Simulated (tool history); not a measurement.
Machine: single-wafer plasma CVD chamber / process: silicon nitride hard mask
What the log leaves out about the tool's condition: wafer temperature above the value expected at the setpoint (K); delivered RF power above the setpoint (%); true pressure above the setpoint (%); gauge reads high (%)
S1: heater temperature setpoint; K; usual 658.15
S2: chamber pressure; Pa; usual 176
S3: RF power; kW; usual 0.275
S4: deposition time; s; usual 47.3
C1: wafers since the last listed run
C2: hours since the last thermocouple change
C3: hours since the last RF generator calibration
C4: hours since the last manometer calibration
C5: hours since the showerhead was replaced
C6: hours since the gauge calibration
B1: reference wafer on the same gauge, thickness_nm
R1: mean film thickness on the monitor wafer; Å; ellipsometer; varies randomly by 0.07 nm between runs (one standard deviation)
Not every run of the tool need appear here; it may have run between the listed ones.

run,hour,S1,S2,S3,S4,C1,C2,C3,C4,C5,C6,B1,R1
1,0.0,658.15,163,0.275,42.0,0,2296.7,1750.4,1377.7,6331.0,61.0,41.371,387.82
2,13.6,658.15,176,0.275,47.3,387,2310.3,1764.0,1391.3,6344.6,74.6,41.399,443.54
3,21.0,658.15,176,0.275,47.3,210,2317.7,1771.4,1398.7,6352.0,82.0,41.422,445.31
4,31.0,658.15,176,0.275,47.3,285,2327.7,1781.4,1408.7,6362.0,92.0,41.424,444.00
5,43.9,658.15,156,0.275,47.3,367,2340.6,1794.3,1421.6,6374.9,104.9,41.378,433.04
6,52.0,658.15,176,0.275,47.3,230,2348.7,1802.4,1429.7,6383.0,113.0,41.391,444.62
7,67.5,658.15,176,0.275,45.2,441,2364.2,1817.9,1445.2,6398.5,128.5,41.365,425.40
8,79.9,658.15,176,0.275,51.6,353,2376.6,1830.3,1457.6,6410.9,140.9,41.402,483.95
9,89.6,658.15,176,0.275,51.6,276,2386.3,1840.0,1467.3,6420.6,150.6,41.387,484.70
# hour 104.7: capacitance manometer re-zeroed and calibrated
# hour 104.9: showerhead replaced
10,105.4,658.15,176,0.275,51.6,216,2402.1,1855.8,0.7,0.5,166.4,41.431,485.78
11,109.8,658.15,176,0.275,47.3,125,2406.5,1860.2,5.1,4.9,170.8,41.411,444.73
12,118.6,658.15,176,0.275,47.3,250,2415.3,1869.0,13.9,13.7,179.6,41.378,444.84
# hour 132.2: RF generator calibrated
13,132.7,658.15,176,0.275,47.3,173,2429.4,0.5,28.0,27.8,193.7,41.418,463.56
14,135.4,668.15,176,0.250,53.6,76,2432.1,3.2,30.7,30.5,196.4,41.417,497.34
15,153.4,649.15,144,0.255,47.3,513,2450.1,21.2,48.7,48.5,214.4,41.406,428.16
16,168.1,658.15,208,0.275,47.3,419,2464.8,35.9,63.4,63.2,229.1,41.361,480.26
# hour 186.3: thermocouple changed; heater temperature recalibrated
17,186.8,648.15,176,0.230,47.3,305,0.5,54.6,82.1,81.9,247.8,41.399,422.21
# hour 193.1: gauge calibrated
18,200.6,658.15,176,0.275,53.1,393,14.3,68.4,95.9,95.7,7.5,41.401,518.71
19,217.3,658.15,176,0.275,52.2,476,31.0,85.1,112.6,112.4,24.2,41.400,508.36
20,228.8,658.15,176,0.275,47.3,327,42.5,96.6,124.1,123.9,35.7,41.394,461.01
21,236.8,644.15,176,0.275,53.2,228,50.5,104.6,132.1,131.9,43.7,41.364,520.58
22,247.7,658.15,176,0.275,47.3,310,61.4,115.5,143.0,142.8,54.6,41.376,459.90
23,264.2,653.15,145,0.325,52.4,470,77.9,132.0,159.5,159.3,71.1,41.409,533.95
24,270.4,658.15,176,0.275,47.3,176,84.1,138.2,165.7,165.5,77.3,41.410,460.34
25,277.7,658.15,176,0.275,47.3,208,91.4,145.5,173.0,172.8,84.6,41.404,458.64
26,290.7,667.15,176,0.320,47.3,370,104.4,158.5,186.0,185.8,97.6,41.425,494.68
27,306.9,643.15,140,0.230,54.4,461,120.6,174.7,202.2,202.0,113.8,41.424,460.56
28,315.1,666.15,220,0.315,52.3,233,128.8,182.9,210.4,210.2,122.0,41.385,569.20
29,323.7,658.15,176,0.275,47.3,245,137.4,191.5,219.0,218.8,130.6,41.394,458.61
30,333.9,671.15,191,0.275,47.3,290,147.6,201.7,229.2,229.0,140.8,41.406,465.20

Forecast each of these 3 alternatives for the next run:
A,334.3,658.15,195,0.275,47.3,11,148.0,202.1,229.6,229.4,141.2,?,?
B,334.3,672.15,188,0.255,55.7,11,148.0,202.1,229.6,229.4,141.2,?,?
C,334.3,668.15,192,0.330,47.3,11,148.0,202.1,229.6,229.4,141.2,?,?

run,B1,R1
A,41.425,469.66
B,41.425,524.68
C,41.425,512.64
Had the tool no hidden state, the same runs would have come out as:
run,R1
A,475.70
B,531.55
C,518.90

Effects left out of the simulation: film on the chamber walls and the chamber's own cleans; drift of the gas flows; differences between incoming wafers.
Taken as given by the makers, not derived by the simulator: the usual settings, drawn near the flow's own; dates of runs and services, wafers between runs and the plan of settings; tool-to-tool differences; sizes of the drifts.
